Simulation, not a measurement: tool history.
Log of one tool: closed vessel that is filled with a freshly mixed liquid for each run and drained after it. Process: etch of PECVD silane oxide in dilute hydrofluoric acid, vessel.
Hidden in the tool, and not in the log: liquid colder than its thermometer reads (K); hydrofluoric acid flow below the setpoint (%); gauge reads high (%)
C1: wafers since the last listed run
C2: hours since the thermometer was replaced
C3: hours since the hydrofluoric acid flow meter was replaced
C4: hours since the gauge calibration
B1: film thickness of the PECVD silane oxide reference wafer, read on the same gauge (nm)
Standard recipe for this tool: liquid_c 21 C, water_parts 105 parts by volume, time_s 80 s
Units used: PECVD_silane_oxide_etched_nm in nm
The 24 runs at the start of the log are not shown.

Run 25, hour 1890.6: usual settings but liquid_c 17 C, time_s 45 s; C1 9396; C2 1921.6; C3 480.5; C4 1779.9; B1 60. Result: PECVD_silane_oxide_etched_nm 14.99 nm.
At hour 1988.1: thermometer replaced.
Run 26, hour 1995.4: usual settings but water_parts 140 parts by volume, time_s 100 s; C1 13091; C2 7.3; C3 585.3; C4 1884.7; B1 60.01. Result: PECVD_silane_oxide_etched_nm 28.62 nm.
Run 27, hour 2052.5: usual settings; C1 7201; C2 64.4; C3 642.4; C4 1941.8; B1 60. Result: PECVD_silane_oxide_etched_nm 31.48 nm.
At hour 2184.2: hydrofluoric acid flow meter replaced.
Run 28, hour 2344.8: usual settings; C1 36739; C2 356.7; C3 160.6; C4 2234.1; B1 59.98. Result: PECVD_silane_oxide_etched_nm 31.36 nm.
Run 29, hour 2393.1: usual settings; C1 6091; C2 405; C3 208.9; C4 2282.4; B1 60. Result: PECVD_silane_oxide_etched_nm 31.72 nm.
Run 30, hour 2561.4: usual settings but time_s 115 s; C1 21226; C2 573.3; C3 377.2; C4 2450.7; B1 60.01. Result: PECVD_silane_oxide_etched_nm 45.32 nm.
Run 31, hour 2624.8: usual settings but liquid_c 25.5 C; C1 7996; C2 636.7; C3 440.6; C4 2514.1; B1 60. Result: PECVD_silane_oxide_etched_nm 37.83 nm.
Run 32, hour 2685.6: usual settings but liquid_c 17 C, water_parts 140 parts by volume, time_s 110 s; C1 7668; C2 697.5; C3 501.4; C4 2574.9; B1 60.03. Result: PECVD_silane_oxide_etched_nm 26.41 nm.

Forecast each of these 5 alternatives for the next run:
Run A, hour 2686.3: usual settings but water_parts 85 parts by volume; C1 88; C2 698.2; C3 502.1; C4 2575.6; B1 ?. Result: PECVD_silane_oxide_etched_nm ?.
Run B, hour 2686.3: usual settings but liquid_c 18.5 C, water_parts 65 parts by volume; C1 88; C2 698.2; C3 502.1; C4 2575.6; B1 ?. Result: PECVD_silane_oxide_etched_nm ?.
Run C, hour 2686.3: usual settings but liquid_c 25 C, water_parts 150 parts by volume; C1 88; C2 698.2; C3 502.1; C4 2575.6; B1 ?. Result: PECVD_silane_oxide_etched_nm ?.
Run D, hour 2686.3: usual settings but water_parts 120 parts by volume, time_s 115 s; C1 88; C2 698.2; C3 502.1; C4 2575.6; B1 ?. Result: PECVD_silane_oxide_etched_nm ?.
Run E, hour 2686.3: usual settings but time_s 120 s; C1 88; C2 698.2; C3 502.1; C4 2575.6; B1 ?. Result: PECVD_silane_oxide_etched_nm ?.

run  B1  PECVD_silane_oxide_etched_nm
  A  60                         40.05
  B  60                         48.27
  C  60                         24.63
  D  60                         39.18
  E  60                         47.52
With no hidden state in the tool, these same runs would have given:
run  PECVD_silane_oxide_etched_nm
  A                         40.05
  B                         48.27
  C                         24.63
  D                         39.18
  E                         47.52
